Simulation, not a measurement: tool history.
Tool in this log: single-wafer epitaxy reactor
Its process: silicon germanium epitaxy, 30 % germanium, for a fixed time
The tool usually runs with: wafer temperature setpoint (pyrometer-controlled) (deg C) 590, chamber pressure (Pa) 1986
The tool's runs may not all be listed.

| run | hour | wafer temperature setpoint (pyrometer-controlled) (deg C) | chamber pressure (Pa) | wafers since the last listed run | hours since the last pyrometer calibration | hours since the last manometer calibration | hours since the showerhead was replaced | hours since the gauge calibration | read-back reference wafer on the same gauge, thickness_nm | mean film thickness on the monitor wafer (nm) |
|---|---|---|---|---|---|---|---|---|---|---|
| 1 | 0 | 590 | 2266 | 0 | 1127.5 | 770.8 | 4902.7 | 977.4 | 36.326 | 47.755 |
| 2 | 85.9 | 590 | 1653 | 1556 | 1213.4 | 856.7 | 4988.6 | 1063.3 | 36.324 | 42.54 |
| 3 | 188.5 | 581 | 1680 | 1858 | 1316 | 959.3 | 5091.2 | 1165.9 | 36.322 | 35.807 |
| 4 | 282.6 | 581 | 1680 | 1704 | 1410.1 | 1053.4 | 5185.3 | 1260 | 36.287 | 36.065 |
| 5 | 386.4 | 581 | 1680 | 1880 | 1513.9 | 1157.2 | 5289.1 | 1363.8 | 36.318 | 36.065 |
| 6 | 492.5 | 590 | 1986 | 1921 | 1620 | 1263.3 | 5395.2 | 1469.9 | 36.314 | 46.187 |
| 7 | 528.7 | 590 | 1986 | 655 | 1656.2 | 1299.5 | 5431.4 | 1506.1 | 36.257 | 46.104 |
|  | 601.2 | gauge calibrated |
| 8 | 618.6 | 590 | 1986 | 1628 | 1746.1 | 1389.4 | 5521.3 | 17.4 | 36.291 | 46.383 |
| 9 | 702.5 | 590 | 1986 | 1519 | 1830 | 1473.3 | 5605.2 | 101.3 | 36.286 | 46.197 |
| 10 | 765.9 | 590 | 1986 | 1148 | 1893.4 | 1536.7 | 5668.6 | 164.7 | 36.287 | 46.426 |
|  | 833.2 | showerhead replaced, of another model than before |
|  | 838.8 | capacitance manometer re-zeroed and calibrated |
| 11 | 839.3 | 590 | 2213 | 1081 | 1966.8 | 0.5 | 6.1 | 238.1 | 36.326 | 47.837 |
| 12 | 895.4 | 597 | 1986 | 1016 | 2022.9 | 56.6 | 62.2 | 294.2 | 36.31 | 53.19 |
| 13 | 978.9 | 599 | 1986 | 1512 | 2106.4 | 140.1 | 145.7 | 377.7 | 36.314 | 56.321 |
| 14 | 1031.7 | 600 | 1547 | 956 | 2159.2 | 192.9 | 198.5 | 430.5 | 36.299 | 54.825 |
| 15 | 1114.8 | 590 | 1986 | 1505 | 2242.3 | 276 | 281.6 | 513.6 | 36.301 | 46.895 |
|  | 1184.6 | pyrometer calibrated |
| 16 | 1202.4 | 590 | 2440 | 1441 | 17.8 | 363.6 | 369.2 | 601.2 | 36.333 | 45.358 |
| 17 | 1248.8 | 590 | 1986 | 840 | 64.2 | 410 | 415.6 | 647.6 | 36.299 | 43.592 |
| 18 | 1347.2 | 590 | 1547 | 1782 | 162.6 | 508.4 | 514 | 746 | 36.3 | 41.329 |
| 19 | 1428.9 | 585 | 1986 | 1479 | 244.3 | 590.1 | 595.7 | 827.7 | 36.321 | 39.375 |
| 20 | 1500.7 | 590 | 1986 | 1300 | 316.1 | 661.9 | 667.5 | 899.5 | 36.31 | 43.884 |
| 21 | 1600.5 | 583 | 2426 | 1807 | 415.9 | 761.7 | 767.3 | 999.3 | 36.3 | 40.089 |
| 22 | 1659 | 590 | 2173 | 1059 | 474.4 | 820.2 | 825.8 | 1057.8 | 36.291 | 44.704 |
| 23 | 1758.1 | 590 | 1986 | 1795 | 573.5 | 919.3 | 924.9 | 1156.9 | 36.348 | 44.085 |

Branching from run 23: 3 alternative next runs. What would each branch give?
| A | 1758.5 | 598 | 1986 | 7 | 573.9 | 919.7 | 925.3 | 1157.3 | ? | ? |
| B | 1758.5 | 590 | 2480 | 7 | 573.9 | 919.7 | 925.3 | 1157.3 | ? | ? |
| C | 1758.5 | 586 | 1800 | 7 | 573.9 | 919.7 | 925.3 | 1157.3 | ? | ? |

| run | read-back reference wafer on the same gauge, thickness_nm | mean film thickness on the monitor wafer (nm) |
|---|---|---|
| A | 36.303 | 51.902 |
| B | 36.303 | 46.529 |
| C | 36.303 | 39.996 |
The same runs, with their run-to-run variation unchanged, on a tool lacking any hidden condition would have given:
| run | mean film thickness on the monitor wafer (nm) |
|---|---|
| A | 50.781 |
| B | 45.504 |
| C | 39.107 |
